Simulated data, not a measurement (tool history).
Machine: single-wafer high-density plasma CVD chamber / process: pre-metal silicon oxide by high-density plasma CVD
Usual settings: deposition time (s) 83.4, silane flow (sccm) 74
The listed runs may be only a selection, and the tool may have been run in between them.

run	hour	deposition time (s)	silane flow (sccm)	read-back reference wafer on the same gauge, thickness_nm	mean film thickness on the monitor wafer (nm)
1	0.0	83.4	74	557.994	513.704
2	11.6	83.4	74	558.162	511.707
3	31.6	83.4	74	557.887	512.506
4	41.1	95.7	74	557.870	587.927
5	52.9	95.7	74	558.002	586.709
6	75.6	95.7	74	558.086	586.037
7	88.9	87.7	74	557.866	536.878
8	102.1	87.7	74	558.052	536.685
9	117.5	83.4	74	557.973	510.375
# hour 134.4: silane flow controller replaced
10	134.9	83.4	74	558.121	532.580
11	135.2	83.4	74	558.105	533.318
12	141.1	83.4	74	557.867	530.713
13	152.4	83.4	74	558.096	532.159
14	162.5	100.0	74	558.068	638.019
15	180.0	69.9	66	557.981	408.345
16	191.1	91.8	79	557.971	618.647
17	206.0	91.6	74	558.057	584.921
18	223.6	77.5	79	558.115	520.640
19	237.1	83.4	67	557.933	492.558
20	249.4	83.4	74	557.961	532.734
21	281.8	83.4	74	557.950	532.471
# hour 283.0: gauge calibrated
22	289.5	83.4	74	557.983	532.819
23	302.1	70.9	84	557.999	500.030
24	310.4	95.8	74	558.072	610.942
25	340.3	83.4	74	558.215	532.327
26	349.9	83.4	74	557.944	532.094
27	363.1	96.9	79	558.020	651.721

3 ways to go on from here, each from the tool as it stands after run 27. What would each give?
A	363.5	88.0	74	?	?
B	363.5	67.7	79	?	?
C	363.5	70.6	61	?	?

run	read-back reference wafer on the same gauge, thickness_nm	mean film thickness on the monitor wafer (nm)
A	557.982	562.593
B	557.982	455.340
C	557.982	390.273
With no hidden state in the tool, these same runs would have given:
run	mean film thickness on the monitor wafer (nm)
A	563.691
B	456.229
C	391.036
